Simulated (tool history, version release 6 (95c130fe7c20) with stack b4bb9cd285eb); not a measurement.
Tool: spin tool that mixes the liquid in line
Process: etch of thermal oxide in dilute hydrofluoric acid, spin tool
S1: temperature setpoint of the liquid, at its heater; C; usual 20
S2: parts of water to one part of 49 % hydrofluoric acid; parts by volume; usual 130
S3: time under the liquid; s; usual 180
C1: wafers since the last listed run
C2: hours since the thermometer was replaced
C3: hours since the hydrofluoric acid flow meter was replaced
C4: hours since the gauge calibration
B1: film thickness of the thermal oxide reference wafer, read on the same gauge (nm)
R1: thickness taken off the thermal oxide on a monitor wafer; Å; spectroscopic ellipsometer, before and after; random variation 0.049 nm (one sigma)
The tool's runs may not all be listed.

{"run": 1, "hour": 0.0, "S1": 21, "S2": 95, "S3": 180, "C1": 0, "C2": 545.7, "C3": 1104.3, "C4": 318.1, "B1": 140, "R1": 74.6}
{"run": 2, "hour": 54.2, "S1": 18, "S2": 105, "S3": 180, "C1": 501, "C2": 599.9, "C3": 1158.5, "C4": 372.3, "B1": 140, "R1": 58.5}
{"run": 3, "hour": 90.0, "S1": 18, "S2": 105, "S3": 180, "C1": 331, "C2": 635.7, "C3": 1194.3, "C4": 408.1, "B1": 139.99, "R1": 57.8}
{"run": 4, "hour": 121.8, "S1": 18, "S2": 105, "S3": 180, "C1": 294, "C2": 667.5, "C3": 1226.1, "C4": 439.9, "B1": 140, "R1": 57.6}
{"run": 5, "hour": 176.3, "S1": 20, "S2": 130, "S3": 130, "C1": 504, "C2": 722, "C3": 1280.6, "C4": 494.4, "B1": 139.99, "R1": 35.7}
{"run": 6, "hour": 204.1, "S1": 17, "S2": 180, "S3": 180, "C1": 257, "C2": 749.8, "C3": 1308.4, "C4": 522.2, "B1": 140, "R1": 30.2}
{"run": 7, "hour": 254.4, "S1": 17, "S2": 180, "S3": 180, "C1": 465, "C2": 800.1, "C3": 1358.7, "C4": 572.5, "B1": 140, "R1": 29.7}
{"run": 8, "hour": 305.8, "S1": 17, "S2": 180, "S3": 180, "C1": 475, "C2": 851.5, "C3": 1410.1, "C4": 623.9, "B1": 140.01, "R1": 29.7}
{"run": 9, "hour": 360.2, "S1": 20, "S2": 130, "S3": 180, "C1": 503, "C2": 905.9, "C3": 1464.5, "C4": 678.3, "B1": 140, "R1": 48.8}
{"run": 10, "hour": 393.3, "S1": 20, "S2": 130, "S3": 180, "C1": 306, "C2": 939, "C3": 1497.6, "C4": 711.4, "B1": 140, "R1": 48.2}
{"hour": 421.0, "done": "hydrofluoric acid flow meter replaced"}
{"run": 11, "hour": 445.2, "S1": 20, "S2": 130, "S3": 180, "C1": 470, "C2": 990.9, "C3": 24.2, "C4": 763.3, "B1": 139.99, "R1": 45.7}
{"run": 12, "hour": 482.6, "S1": 21, "S2": 130, "S3": 180, "C1": 345, "C2": 1028.3, "C3": 61.6, "C4": 800.7, "B1": 139.99, "R1": 47.2}
{"hour": 527.0, "done": "gauge calibrated"}
{"run": 13, "hour": 540.9, "S1": 18, "S2": 105, "S3": 180, "C1": 539, "C2": 1086.6, "C3": 119.9, "C4": 13.9, "B1": 140.02, "R1": 53.6}

The next listed run, before its measurement:
{"hour": 598.8, "done": "thermometer replaced"}
{"run": 14, "hour": 609.5, "S1": 22.5, "S2": 185, "S3": 130, "C1": 625, "C2": 10.7, "C3": 188.5, "C4": 82.5, "B1": "?", "R1": "?"}

B1: 140
R1: 23.5 Å
Without the tool's hidden state the same run would have given R1 27.2 Å.
